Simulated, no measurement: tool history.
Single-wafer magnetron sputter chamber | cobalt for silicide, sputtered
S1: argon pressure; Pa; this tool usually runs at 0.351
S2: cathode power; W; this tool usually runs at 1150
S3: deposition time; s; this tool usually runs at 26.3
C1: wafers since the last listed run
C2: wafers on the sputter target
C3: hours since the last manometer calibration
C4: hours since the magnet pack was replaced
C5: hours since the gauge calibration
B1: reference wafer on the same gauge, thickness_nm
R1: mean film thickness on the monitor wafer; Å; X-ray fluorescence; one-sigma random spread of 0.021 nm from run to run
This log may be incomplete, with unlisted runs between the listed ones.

run	hour	S1	S2	S3	C1	C2	C3	C4	C5	B1	R1
1	0.0	0.351	1150	23.7	0	3974	1978.6	6124.9	83.0	12.801	123.74
2	17.6	0.351	1150	26.3	375	4349	1996.2	6142.5	100.6	12.798	137.50
3	30.0	0.351	1150	26.3	264	4614	2008.6	6154.9	113.0	12.800	137.73
# hour 50.6: sputter target and shields replaced
4	51.1	0.351	1150	26.3	279	10	2029.7	6176.0	134.1	12.799	138.56
5	56.6	0.351	1150	26.3	117	128	2035.2	6181.5	139.6	12.802	138.58
6	72.9	0.351	1150	26.3	347	475	2051.5	6197.8	155.9	12.801	138.36
7	109.5	0.351	1150	26.3	780	1256	2088.1	6234.4	192.5	12.803	137.88
8	126.1	0.351	1150	26.3	353	1610	2104.7	6251.0	209.1	12.799	137.68
9	147.7	0.351	1150	26.3	460	2070	2126.3	6272.6	230.7	12.805	137.72
10	160.0	0.351	1150	26.3	262	2332	2138.6	6284.9	243.0	12.801	137.64
11	167.8	0.351	950	26.3	166	2499	2146.4	6292.7	250.8	12.800	113.67
# hour 177.8: magnet pack replaced
12	182.2	0.351	950	26.3	136	2635	2160.8	4.4	265.2	12.799	113.49
13	191.4	0.351	1150	26.3	196	2831	2170.0	13.6	274.4	12.800	137.41
14	203.5	0.351	1150	26.3	257	3089	2182.1	25.7	286.5	12.801	137.54
# hour 218.1: capacitance manometer re-zeroed and calibrated
15	218.6	0.351	1150	29.6	151	3241	0.5	40.8	301.6	12.802	154.48
16	233.5	0.351	1150	29.6	317	3558	15.4	55.7	316.5	12.799	154.78
17	242.1	0.351	1150	29.6	183	3742	24.0	64.3	325.1	12.798	154.86
18	249.6	0.480	1400	30.4	159	3902	31.5	71.8	332.6	12.802	187.12
19	255.7	0.474	1150	31.4	130	4032	37.6	77.9	338.7	12.803	159.34
20	269.2	0.240	1150	26.3	287	4320	51.1	91.4	352.2	12.801	141.07
21	278.2	0.351	1150	26.3	191	4512	60.1	100.4	361.2	12.800	137.08
22	291.4	0.351	1150	26.3	281	4793	73.3	113.6	374.4	12.800	137.36
23	300.1	0.298	1000	26.3	185	4979	82.0	122.3	383.1	12.798	120.91

Predict the results of run 24:
24	313.7	0.265	1150	27.8	289	5269	95.6	135.9	396.7	?	?

{"run 24": {"B1": 12.799, "R1": 148.42}}
Minus the tool's unlogged condition, the same run would have read R1 149.87 Å.
